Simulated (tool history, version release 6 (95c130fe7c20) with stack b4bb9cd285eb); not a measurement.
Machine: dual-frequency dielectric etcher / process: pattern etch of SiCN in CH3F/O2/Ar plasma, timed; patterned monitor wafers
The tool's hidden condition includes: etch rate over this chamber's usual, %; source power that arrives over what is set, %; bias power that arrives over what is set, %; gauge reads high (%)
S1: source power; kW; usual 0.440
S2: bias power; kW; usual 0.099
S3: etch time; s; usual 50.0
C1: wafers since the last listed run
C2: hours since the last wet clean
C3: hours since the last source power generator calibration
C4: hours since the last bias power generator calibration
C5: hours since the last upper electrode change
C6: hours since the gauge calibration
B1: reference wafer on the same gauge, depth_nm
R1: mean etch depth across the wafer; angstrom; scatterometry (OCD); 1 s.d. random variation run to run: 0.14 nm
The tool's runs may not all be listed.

run,hour,S1,S2,S3,C1,C2,C3,C4,C5,C6,B1,R1
1,0.0,0.440,0.099,50.0,0,117.0,3043.3,1826.7,4804.4,992.8,19.26,202.9
2,65.3,0.440,0.099,50.0,790,182.3,3108.6,1892.0,4869.7,1058.1,19.17,203.9
3,111.5,0.440,0.099,50.0,559,228.5,3154.8,1938.2,4915.9,1104.3,19.20,204.5
4,150.9,0.440,0.099,50.0,477,267.9,3194.2,1977.6,4955.3,1143.7,19.23,206.2
5,205.7,0.440,0.099,50.0,663,322.7,3249.0,2032.4,5010.1,1198.5,19.23,205.2
6,233.6,0.440,0.099,50.0,337,350.6,3276.9,2060.3,5038.0,1226.4,19.20,208.7
# hour 308.9: wet clean of the chamber
7,309.4,0.440,0.099,50.0,627,0.5,3352.7,2136.1,5113.8,1302.2,19.17,200.1
8,355.9,0.440,0.099,50.0,563,47.0,3399.2,2182.6,5160.3,1348.7,19.13,201.3
# hour 415.5: bias power generator calibrated
9,416.0,0.420,0.099,50.0,679,107.1,3459.3,0.5,5220.4,1408.8,19.22,199.1
10,508.8,0.440,0.099,50.0,1123,199.9,3552.1,93.3,5313.2,1501.6,19.19,203.2
11,538.2,0.440,0.099,50.0,356,229.3,3581.5,122.7,5342.6,1531.0,19.25,205.6
12,580.3,0.440,0.099,50.0,509,271.4,3623.6,164.8,5384.7,1573.1,19.16,206.2
13,608.8,0.500,0.087,54.0,345,299.9,3652.1,193.3,5413.2,1601.6,19.23,215.6
14,634.6,0.370,0.107,43.5,312,325.7,3677.9,219.1,5439.0,1627.4,19.17,175.1
15,683.4,0.550,0.123,50.0,590,374.5,3726.7,267.9,5487.8,1676.2,19.17,249.5
# hour 720.7: wet clean of the chamber
16,723.2,0.440,0.099,55.0,191,2.5,3766.5,307.7,5527.6,1716.0,19.23,216.1
17,753.0,0.490,0.099,50.0,360,32.3,3796.3,337.5,5557.4,1745.8,19.20,210.3
18,799.6,0.440,0.119,50.0,564,78.9,3842.9,384.1,5604.0,1792.4,19.21,220.3
19,840.1,0.440,0.099,50.0,490,119.4,3883.4,424.6,5644.5,1832.9,19.20,201.9
# hour 867.6: gauge calibrated
20,879.1,0.470,0.083,50.0,472,158.4,3922.4,463.6,5683.5,11.5,19.19,188.7
# hour 913.5: upper electrode replaced
21,927.6,0.500,0.117,50.0,296,206.9,3970.9,512.1,14.1,60.0,19.20,229.5
22,956.4,0.440,0.099,50.0,348,235.7,3999.7,540.9,42.9,88.8,19.14,203.2
# hour 964.3: source power generator calibrated
23,988.1,0.440,0.099,37.0,335,267.4,23.8,572.6,74.6,120.5,19.19,151.0
24,1109.4,0.440,0.099,50.0,1469,388.7,145.1,693.9,195.9,241.8,19.15,208.8
# hour 1188.4: wet clean of the chamber
25,1188.9,0.500,0.099,50.0,672,0.5,224.6,773.4,275.4,321.3,19.17,210.8
26,1207.4,0.490,0.091,50.0,224,19.0,243.1,791.9,293.9,339.8,19.25,201.2
27,1266.7,0.350,0.082,55.5,718,78.3,302.4,851.2,353.2,399.1,19.14,192.3
28,1305.5,0.500,0.099,59.0,469,117.1,341.2,890.0,392.0,437.9,19.17,252.4
29,1346.2,0.520,0.099,50.0,492,157.8,381.9,930.7,432.7,478.6,19.19,212.5

5 ways to go on from here, each from the tool as it stands after run 29. What would each give?
A,1346.6,0.440,0.091,50.0,4,158.2,382.3,931.1,433.1,479.0,?,?
B,1346.6,0.490,0.120,64.5,4,158.2,382.3,931.1,433.1,479.0,?,?
C,1346.6,0.520,0.089,37.5,4,158.2,382.3,931.1,433.1,479.0,?,?
D,1346.6,0.440,0.099,64.5,4,158.2,382.3,931.1,433.1,479.0,?,?
E,1346.6,0.500,0.077,43.0,4,158.2,382.3,931.1,433.1,479.0,?,?

run,B1,R1
A,19.25,199.2
B,19.25,305.8
C,19.25,155.5
D,19.25,268.5
E,19.25,163.2
Stripped of hidden state, with their random variation kept, the same runs would have yielded:
run,R1
A,195.1
B,299.6
C,152.3
D,263.0
E,159.8
